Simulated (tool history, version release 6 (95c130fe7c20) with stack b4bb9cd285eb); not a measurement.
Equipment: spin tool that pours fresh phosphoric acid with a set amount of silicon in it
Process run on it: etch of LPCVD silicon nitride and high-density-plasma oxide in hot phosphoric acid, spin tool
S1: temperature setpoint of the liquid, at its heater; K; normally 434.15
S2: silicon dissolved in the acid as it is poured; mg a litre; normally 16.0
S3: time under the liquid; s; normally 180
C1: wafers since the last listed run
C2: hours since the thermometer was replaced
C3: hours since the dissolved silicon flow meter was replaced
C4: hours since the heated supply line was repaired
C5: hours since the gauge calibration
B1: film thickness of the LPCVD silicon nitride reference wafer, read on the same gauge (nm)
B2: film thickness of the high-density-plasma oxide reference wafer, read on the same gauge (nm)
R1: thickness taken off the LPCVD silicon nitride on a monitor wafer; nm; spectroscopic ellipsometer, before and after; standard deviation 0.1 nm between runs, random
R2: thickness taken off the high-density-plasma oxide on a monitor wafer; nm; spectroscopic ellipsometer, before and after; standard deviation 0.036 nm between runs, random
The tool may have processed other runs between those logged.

Run 1, hour 0.0: usual settings but S2 23.5 mg a litre, S3 115 s; C1 0; C2 174.3; C3 1507.2; C4 713.3; C5 596.7; B1 59.97; B2 50.009. Result: R1 9.16 nm, R2 0.113 nm.
Run 2, hour 28.1: usual settings but S1 432.65 K, S2 11.0 mg a litre; C1 127; C2 202.4; C3 1535.3; C4 741.4; C5 624.8; B1 60.01; B2 50.000. Result: R1 13.42 nm, R2 0.266 nm.
Run 3, hour 48.4: usual settings but S1 437.15 K, S2 11.0 mg a litre, S3 230 s; C1 92; C2 222.7; C3 1555.6; C4 761.7; C5 645.1; B1 60.01; B2 49.982. Result: R1 19.87 nm, R2 0.461 nm.
Run 4, hour 67.6: usual settings but S1 431.65 K, S2 25.5 mg a litre; C1 87; C2 241.9; C3 1574.8; C4 780.9; C5 664.3; B1 60.00; B2 50.026. Result: R1 12.87 nm, R2 0.155 nm.
At hour 73.7: gauge calibrated.
Run 5, hour 103.4: usual settings; C1 162; C2 277.7; C3 1610.6; C4 816.7; C5 29.7; B1 60.01; B2 49.981. Result: R1 13.98 nm, R2 0.199 nm.
Run 6, hour 131.7: usual settings but S1 432.15 K, S2 4.0 mg a litre; C1 128; C2 306.0; C3 1638.9; C4 845.0; C5 58.0; B1 60.02; B2 49.995. Result: R1 13.08 nm, R2 0.281 nm.
Run 7, hour 155.8: usual settings but S2 24.5 mg a litre; C1 109; C2 330.1; C3 1663.0; C4 869.1; C5 82.1; B1 60.02; B2 49.998. Result: R1 13.91 nm, R2 0.162 nm.
At hour 157.2: heated supply line repaired.
Run 8, hour 191.2: usual settings but S2 21.0 mg a litre; C1 156; C2 365.5; C3 1698.4; C4 34.0; C5 117.5; B1 60.03; B2 50.018. Result: R1 14.59 nm, R2 0.209 nm.
Run 9, hour 212.5: usual settings but S1 436.65 K, S2 22.5 mg a litre, S3 255 s; C1 96; C2 386.8; C3 1719.7; C4 55.3; C5 138.8; B1 59.99; B2 50.006. Result: R1 22.77 nm, R2 0.425 nm.
Run 10, hour 226.6: usual settings but S1 436.65 K, S2 22.5 mg a litre, S3 225 s; C1 64; C2 400.9; C3 1733.8; C4 69.4; C5 152.9; B1 59.97; B2 49.989. Result: R1 19.92 nm, R2 0.372 nm.
Run 11, hour 239.6: usual settings but S1 436.65 K, S2 21.0 mg a litre, S3 125 s; C1 59; C2 413.9; C3 1746.8; C4 82.4; C5 165.9; B1 59.98; B2 49.993. Result: R1 11.04 nm, R2 0.198 nm.
Run 12, hour 252.0: usual settings but S1 432.65 K, S2 11.0 mg a litre; C1 56; C2 426.3; C3 1759.2; C4 94.8; C5 178.3; B1 60.02; B2 50.003. Result: R1 13.92 nm, R2 0.264 nm.
Run 13, hour 282.6: usual settings but S3 285 s; C1 139; C2 456.9; C3 1789.8; C4 125.4; C5 208.9; B1 60.02; B2 50.000. Result: R1 23.04 nm, R2 0.460 nm.
At hour 335.5: dissolved silicon flow meter replaced.
Run 14, hour 380.1: usual settings; C1 439; C2 554.4; C3 44.6; C4 222.9; C5 306.4; B1 60.01; B2 49.998. Result: R1 14.54 nm, R2 0.278 nm.
Run 15, hour 415.0: usual settings but S1 435.15 K, S2 28.0 mg a litre, S3 105 s; C1 158; C2 589.3; C3 79.5; C4 257.8; C5 341.3; B1 60.01; B2 49.983. Result: R1 8.66 nm, R2 0.113 nm.
Run 16, hour 434.7: usual settings but S1 433.15 K; C1 89; C2 609.0; C3 99.2; C4 277.5; C5 361.0; B1 59.99; B2 49.999. Result: R1 13.92 nm, R2 0.240 nm.
Run 17, hour 460.5: usual settings but S3 110 s; C1 117; C2 634.8; C3 125.0; C4 303.3; C5 386.8; B1 59.99; B2 49.993. Result: R1 8.72 nm, R2 0.167 nm.
Run 18, hour 487.3: usual settings but S1 435.15 K; C1 121; C2 661.6; C3 151.8; C4 330.1; C5 413.6; B1 60.01; B2 50.015. Result: R1 14.83 nm, R2 0.193 nm.
Run 19, hour 508.6: usual settings but S1 435.15 K, S2 5.5 mg a litre, S3 245 s; C1 96; C2 682.9; C3 173.1; C4 351.4; C5 434.9; B1 60.03; B2 50.007. Result: R1 19.99 nm, R2 0.474 nm.
Run 20, hour 536.7: usual settings; C1 127; C2 711.0; C3 201.2; C4 379.5; C5 463.0; B1 60.02; B2 49.992. Result: R1 14.27 nm, R2 0.257 nm.
Run 21, hour 558.6: usual settings but S1 435.15 K, S2 3.5 mg a litre, S3 140 s; C1 99; C2 732.9; C3 223.1; C4 401.4; C5 484.9; B1 60.00; B2 49.994. Result: R1 11.53 nm, R2 0.364 nm.
Run 22, hour 572.8: usual settings but S1 437.15 K, S2 11.0 mg a litre, S3 100 s; C1 64; C2 747.1; C3 237.3; C4 415.6; C5 499.1; B1 59.97; B2 49.979. Result: R1 8.81 nm, R2 0.198 nm.

Hidden state or all else? Some run-to-run changes of R1, split into what the settings, what came in and random variation would give without the hidden state, and what is left for the hidden state (with any gauge scatter that isn't in both results):
The hidden state here: liquid hotter than its thermometer reads (K); dissolved silicon flow above the setpoint (%); temperature lost on the way to the wafer (K); gauge reads high (%).
Run 2 -> 3: S1 432.65 -> 437.15, S3 180 -> 230. R1 +6.45 nm: hidden state -0.40, all else +6.85.
Run 7 -> 8: S2 24.5 -> 21.0, heated supply line repaired. R1 +0.68 nm: hidden state +0.79, all else -0.11.
Run 10 -> 11: S2 22.5 -> 21.0, S3 225 -> 125. R1 -8.88 nm: hidden state +0.14, all else -9.02.
Run 12 -> 13: S1 432.65 -> 434.15, S2 11.0 -> 16.0, S3 180 -> 285. R1 +9.12 nm: hidden state -0.24, all else +9.36.
